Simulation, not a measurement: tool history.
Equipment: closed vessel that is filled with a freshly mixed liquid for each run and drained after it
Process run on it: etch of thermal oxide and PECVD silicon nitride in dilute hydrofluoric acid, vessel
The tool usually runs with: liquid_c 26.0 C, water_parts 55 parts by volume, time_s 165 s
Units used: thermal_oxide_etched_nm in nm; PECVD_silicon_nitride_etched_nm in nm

run,hour,liquid_c,water_parts,time_s,"read-back film thickness of the thermal oxide reference wafer, read on the same gauge (nm)","read-back film thickness of the PECVD silicon nitride reference wafer, read on the same gauge (nm)",thermal_oxide_etched_nm,PECVD_silicon_nitride_etched_nm
1,0.0,26.0,55,165,149.99,30.01,15.25,5.61
2,14.6,26.0,55,165,150.01,29.97,15.21,5.65
3,31.0,26.0,55,165,150.01,30.05,15.13,5.70
4,44.0,26.0,55,165,150.01,29.98,15.12,5.61
5,51.6,26.0,55,165,150.00,30.03,15.09,5.71
6,61.1,26.0,55,165,150.01,30.01,15.20,5.64
7,69.3,26.0,55,165,150.01,29.97,15.06,5.61
8,79.5,26.0,55,165,149.97,30.04,15.09,5.56
9,90.0,26.0,55,165,150.00,30.01,15.05,5.62
# hour 96.0: thermometer replaced
10,103.5,26.0,55,165,149.99,29.99,15.06,5.64
11,112.6,22.5,65,195,150.01,29.99,12.85,4.44
# hour 125.9: hydrofluoric acid flow meter replaced
12,126.5,22.5,40,240,149.99,30.03,24.85,8.32
13,137.0,26.0,55,165,150.00,29.99,14.00,5.25
14,144.6,26.0,55,165,149.99,30.05,13.95,5.24
15,156.0,23.0,70,200,150.00,30.01,11.47,4.11
# hour 172.9: hydrofluoric acid flow meter replaced, repeated, since the last time left the tool worse
16,173.4,26.0,25,165,150.01,30.01,38.13,13.08
# hour 193.8: gauge calibrated
17,224.3,22.0,80,80,149.98,30.05,4.51,1.58
18,240.6,22.0,55,250,150.00,29.96,21.01,6.99
19,257.0,26.0,55,240,149.98,29.98,23.89,8.76
20,270.9,29.5,75,165,150.01,29.96,13.46,5.63
21,287.9,26.0,55,165,150.00,30.04,16.35,6.06

Consider 3 possible next runs. They are alternatives, not a sequence: every one starts from the tool as it was left by run 21. What does each give?
A,288.6,26.0,55,110,?,?,?,?
B,288.6,28.0,45,165,?,?,?,?
C,288.6,26.0,55,205,?,?,?,?

run,"read-back film thickness of the thermal oxide reference wafer, read on the same gauge (nm)","read-back film thickness of the PECVD silicon nitride reference wafer, read on the same gauge (nm)",thermal_oxide_etched_nm,PECVD_silicon_nitride_etched_nm
A,150.02,30.00,10.93,4.03
B,150.02,30.00,22.03,8.40
C,150.02,30.00,20.37,7.51
The same runs, with their run-to-run variation unchanged, on a tool lacking any hidden condition would have given:
run,thermal_oxide_etched_nm,PECVD_silicon_nitride_etched_nm
A,11.10,4.09
B,22.38,8.52
C,20.69,7.62
